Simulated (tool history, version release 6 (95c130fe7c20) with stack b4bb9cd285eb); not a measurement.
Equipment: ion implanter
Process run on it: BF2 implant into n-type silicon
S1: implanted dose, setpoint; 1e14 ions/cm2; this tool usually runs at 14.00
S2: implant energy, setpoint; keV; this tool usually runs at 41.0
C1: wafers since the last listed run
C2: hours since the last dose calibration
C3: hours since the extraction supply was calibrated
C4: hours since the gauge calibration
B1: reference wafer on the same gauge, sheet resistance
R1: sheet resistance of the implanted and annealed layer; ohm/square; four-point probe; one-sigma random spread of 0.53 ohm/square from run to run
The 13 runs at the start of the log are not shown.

run   hour     S1    S2    C1      C2      C3     C4      B1      R1
 14  334.6  11.62  41.0   368  1834.1  2516.9  250.3  114.86  114.79
     363.3  -- extraction supply calibrated
 15  364.2  14.00  41.0   651  1863.7     0.9  279.9  114.95  105.19
 16  385.2  14.00  41.0   633  1884.7    21.9  300.9  114.85  106.21
 17  405.8  14.00  50.5   621  1905.3    42.5  321.5  114.81   98.16
 18  418.1  14.00  50.5   371  1917.6    54.8  333.8  114.55   97.97
 19  449.1  14.00  50.5   935  1948.6    85.8  364.8  114.43   98.00
 20  465.9  11.91  54.5   506  1965.4   102.6  381.6  114.61  104.45
 21  496.6  14.00  41.0   926  1996.1   133.3  412.3  114.68  105.49
     528.6  -- Faraday cup replaced and dose calibrated
 22  529.1  14.00  33.0   739     0.5   165.8  444.8  114.59  113.88
 23  552.7  14.00  28.0   712    24.1   189.4  468.4  114.53  122.80
 24  580.1  14.00  41.0   826    51.5   216.8  495.8  114.40  105.60
     587.2  -- gauge calibrated
 25  602.1  10.57  41.0   663    73.5   238.8   14.9  116.70  124.13
 26  632.8  15.23  32.0   926   104.2   269.5   45.6  116.45  115.63
 27  658.3  11.94  34.5   769   129.7   295.0   71.1  116.19  121.57
 28  677.2  14.00  41.0   570   148.6   313.9   90.0  116.02  107.07
 29  721.4  14.00  41.0  1333   192.8   358.1  134.2  115.69  106.14
 30  740.5  12.05  36.5   576   211.9   377.2  153.3  115.44  116.54
 31  752.7  12.65  34.5   368   224.1   389.4  165.5  115.56  118.11
 32  787.8  14.00  34.5  1059   259.2   424.5  200.6  115.22  113.34
 33  818.5  16.66  50.5   926   289.9   455.2  231.3  115.07   91.61
 34  840.0  15.61  52.0   648   311.4   476.7  252.8  115.01   92.46
 35  873.5  14.00  34.0  1010   344.9   510.2  286.3  114.74  113.14
 36  904.9  15.46  41.0   947   376.3   541.6  317.7  114.80  102.17
 37  954.7  12.05  36.5  1502   426.1   591.4  367.5  114.72  117.24
 38  984.0  17.36  41.0   884   455.4   620.7  396.8  114.61   99.51

Here are 3 independent what-if runs from the current tool condition. What would each one return?
  A  984.4  14.00  41.0  12  455.8  621.1  397.2   ?   ?
  B  984.4  15.88  33.5  12  455.8  621.1  397.2   ?   ?
  C  984.4  14.00  45.5  12  455.8  621.1  397.2   ?   ?

run      B1      R1
  A  114.91  105.46
  B  114.91  110.17
  C  114.91  101.57
Had the tool no hidden state, the same runs would have come out as:
run      R1
  A  107.62
  B  112.43
  C  103.66

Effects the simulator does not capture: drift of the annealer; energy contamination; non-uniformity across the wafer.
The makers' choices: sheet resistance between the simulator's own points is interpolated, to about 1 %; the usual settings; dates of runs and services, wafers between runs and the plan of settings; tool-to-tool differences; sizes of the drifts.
